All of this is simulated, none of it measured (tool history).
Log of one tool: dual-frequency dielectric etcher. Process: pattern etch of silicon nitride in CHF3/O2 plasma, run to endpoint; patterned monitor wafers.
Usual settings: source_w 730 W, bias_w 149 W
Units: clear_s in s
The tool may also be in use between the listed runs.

run,hour,source_w,bias_w,wafers since the last listed run,hours since the last wet clean,hours since the last source power generator calibration,hours since the last bias power generator calibration,hours since the last upper electrode change,"incoming incoming film thickness, nm",clear_s
1,0,730,149,0,333.3,4101,2974.1,1448,79,46.3
2,28.2,730,149,395,361.5,4129.2,3002.3,1476.2,78.1,45.4
3,63.7,780,149,497,397,4164.7,3037.8,1511.7,78.1,44.4
# hour 115.1: wet clean of the chamber
4,132,730,149,621,16.9,4233,3106.1,1580,78.5,44.4
5,156.4,730,149,342,41.3,4257.4,3130.5,1604.4,78.3,44.3
6,224,730,149,947,108.9,4325,3198.1,1672,78.9,44.5
7,261.7,730,149,528,146.6,4362.7,3235.8,1709.7,78.4,44.7
8,303.6,730,149,587,188.5,4404.6,3277.7,1751.6,79.1,44.2
9,329.5,620,149,363,214.4,4430.5,3303.6,1777.5,78.6,45.8
10,367.7,730,149,535,252.6,4468.7,3341.8,1815.7,78.6,44.7
# hour 396.8: wet clean of the chamber, repeated, since the last time left the tool worse
11,403.8,730,149,169,7,4504.8,3377.9,1851.8,78.9,47
# hour 454.8: upper electrode replaced
12,474.6,730,149,656,77.8,4575.6,3448.7,19.8,79.2,46.4
# hour 486.2: source power generator calibrated
13,545.3,730,170,935,148.5,59.1,3519.4,90.5,78.7,45
14,615.5,730,170,984,218.7,129.3,3589.6,160.7,77.7,43.8
15,674.3,560,121,824,277.5,188.1,3648.4,219.5,78.9,54
16,727.2,880,137,741,330.4,241,3701.3,272.4,78.4,44.3
# hour 758: wet clean of the chamber
17,771.9,630,169,290,13.9,285.7,3746,317.1,79.2,47.9
18,822,730,149,702,64,335.8,3796.1,367.2,78.5,46.2
19,867.7,600,126,640,109.7,381.5,3841.8,412.9,78.3,52.4
# hour 894.5: bias power generator calibrated
20,913.8,730,149,590,155.8,427.6,19.3,459,78,47
21,938.8,730,124,350,180.8,452.6,44.3,484,78.5,49.2
22,989,820,149,703,231,502.8,94.5,534.2,79.1,44.7
23,1031,730,149,588,273,544.8,136.5,576.2,78,46.6
24,1085.3,670,149,761,327.3,599.1,190.8,630.5,78.1,46.9
25,1139.6,730,149,761,381.6,653.4,245.1,684.8,78.4,45.8
# hour 1202.9: wet clean of the chamber
26,1203.5,730,149,559,0.6,717.3,309,748.7,78.3,46.8
27,1259.9,590,149,790,57,773.7,365.4,805.1,78.2,49.7
28,1303.3,730,149,608,100.4,817.1,408.8,848.5,78.2,46.2
29,1338.1,730,149,487,135.2,851.9,443.6,883.3,78.4,45.9
30,1379.3,850,133,577,176.4,893.1,484.8,924.5,78.4,44.9
31,1417.6,610,116,537,214.7,931.4,523.1,962.8,78.1,52.2
32,1481.2,800,149,891,278.3,995,586.7,1026.4,78.4,44.3
33,1550.6,730,127,973,347.7,1064.4,656.1,1095.8,78.2,47.5
34,1592.5,820,169,587,389.6,1106.3,698,1137.7,78.3,41.8
# hour 1644.4: wet clean of the chamber
35,1644.9,550,130,398,0.5,1158.7,750.4,1190.1,78.4,53

Forecast each of these 4 alternatives for the next run:
A,1645.3,730,149,5,0.9,1159.1,750.8,1190.5,79.2,?
B,1645.3,640,162,5,0.9,1159.1,750.8,1190.5,79.2,?
C,1645.3,810,177,5,0.9,1159.1,750.8,1190.5,79.2,?
D,1645.3,730,159,5,0.9,1159.1,750.8,1190.5,79.2,?

run,clear_s
A,47.5
B,48.2
C,43.4
D,46.5
Without the tool's hidden state the same runs would have given:
run,clear_s
A,47.4
B,48.1
C,43.3
D,46.4

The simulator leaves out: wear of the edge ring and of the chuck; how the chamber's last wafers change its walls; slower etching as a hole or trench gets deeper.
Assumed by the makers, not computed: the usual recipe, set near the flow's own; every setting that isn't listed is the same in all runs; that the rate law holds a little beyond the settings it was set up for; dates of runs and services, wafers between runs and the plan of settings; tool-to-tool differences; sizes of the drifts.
